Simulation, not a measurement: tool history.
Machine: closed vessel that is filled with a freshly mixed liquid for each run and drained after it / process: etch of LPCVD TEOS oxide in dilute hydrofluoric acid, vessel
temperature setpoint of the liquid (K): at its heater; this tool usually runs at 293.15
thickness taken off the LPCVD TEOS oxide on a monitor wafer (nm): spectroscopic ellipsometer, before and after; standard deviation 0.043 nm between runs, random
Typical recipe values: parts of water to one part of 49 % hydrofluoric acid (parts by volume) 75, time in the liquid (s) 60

| run | hour | temperature setpoint of the liquid (K) | parts of water to one part of 49 % hydrofluoric acid (parts by volume) | time in the liquid (s) | read-back film thickness of the LPCVD TEOS oxide reference wafer, read on the same gauge (nm) | thickness taken off the LPCVD TEOS oxide on a monitor wafer (nm) |
|---|---|---|---|---|---|---|
| 1 | 0 | 296.15 | 75 | 60 | 109.97 | 15.38 |
| 2 | 6.4 | 296.15 | 75 | 60 | 110.02 | 15.5 |
| 3 | 22.7 | 296.15 | 75 | 60 | 109.97 | 15.44 |
| 4 | 36.7 | 293.15 | 75 | 60 | 110.01 | 13.66 |
| 5 | 50.8 | 293.15 | 75 | 60 | 109.96 | 13.71 |
| 6 | 66.9 | 293.15 | 95 | 60 | 110.03 | 10.58 |
| 7 | 80.1 | 293.15 | 95 | 60 | 110.03 | 10.5 |
| 8 | 86.9 | 293.15 | 75 | 80 | 110.02 | 18.13 |
| 9 | 99.4 | 293.15 | 75 | 80 | 110.01 | 18.13 |
| 10 | 116 | 293.15 | 75 | 80 | 110.02 | 18.12 |
| 11 | 131.8 | 293.15 | 75 | 60 | 110.03 | 13.58 |
|  | 133.8 | thermometer replaced |
| 12 | 146.2 | 293.15 | 75 | 60 | 109.96 | 14.86 |
| 13 | 156.4 | 293.15 | 50 | 60 | 110 | 22.78 |
| 14 | 171.7 | 293.15 | 115 | 60 | 109.97 | 9.27 |
|  | 180.9 | gauge calibrated |
|  | 181.3 | hydrofluoric acid flow meter replaced |
| 15 | 186.7 | 293.15 | 75 | 60 | 110.02 | 12.9 |
| 16 | 201.3 | 293.15 | 100 | 75 | 109.98 | 11.86 |
| 17 | 210.5 | 293.15 | 40 | 30 | 110.03 | 12.72 |
| 18 | 219.8 | 296.15 | 75 | 60 | 109.97 | 14.69 |
| 19 | 250.5 | 293.15 | 45 | 60 | 110.03 | 22.28 |
| 20 | 258.1 | 297.15 | 110 | 95 | 109.98 | 15.79 |
| 21 | 267.5 | 290.15 | 40 | 60 | 110.03 | 22.11 |
| 22 | 281.8 | 290.15 | 35 | 80 | 110.03 | 34.05 |
| 23 | 288.9 | 290.15 | 75 | 40 | 109.99 | 7.64 |
| 24 | 297 | 296.15 | 110 | 35 | 110.05 | 5.59 |
| 25 | 312.9 | 297.15 | 90 | 60 | 110.04 | 12.51 |

Below are 5 alternative next runs, each starting from the tool's condition after run 25. Predict each:
| A | 313.6 | 290.15 | 75 | 60 | ? | ? |
| B | 313.6 | 290.15 | 75 | 80 | ? | ? |
| C | 313.6 | 296.15 | 45 | 60 | ? | ? |
| D | 313.6 | 296.15 | 115 | 80 | ? | ? |
| E | 313.6 | 290.15 | 45 | 45 | ? | ? |

| run | read-back film thickness of the LPCVD TEOS oxide reference wafer, read on the same gauge (nm) | thickness taken off the LPCVD TEOS oxide on a monitor wafer (nm) |
|---|---|---|
| A | 109.97 | 11.4 |
| B | 109.97 | 15.2 |
| C | 109.97 | 25.38 |
| D | 109.97 | 12.17 |
| E | 109.97 | 14.72 |
Had the tool no hidden state, the same runs would have come out as:
| run | thickness taken off the LPCVD TEOS oxide on a monitor wafer (nm) |
|---|---|
| A | 11.48 |
| B | 15.31 |
| C | 25.54 |
| D | 12.22 |
| E | 14.83 |
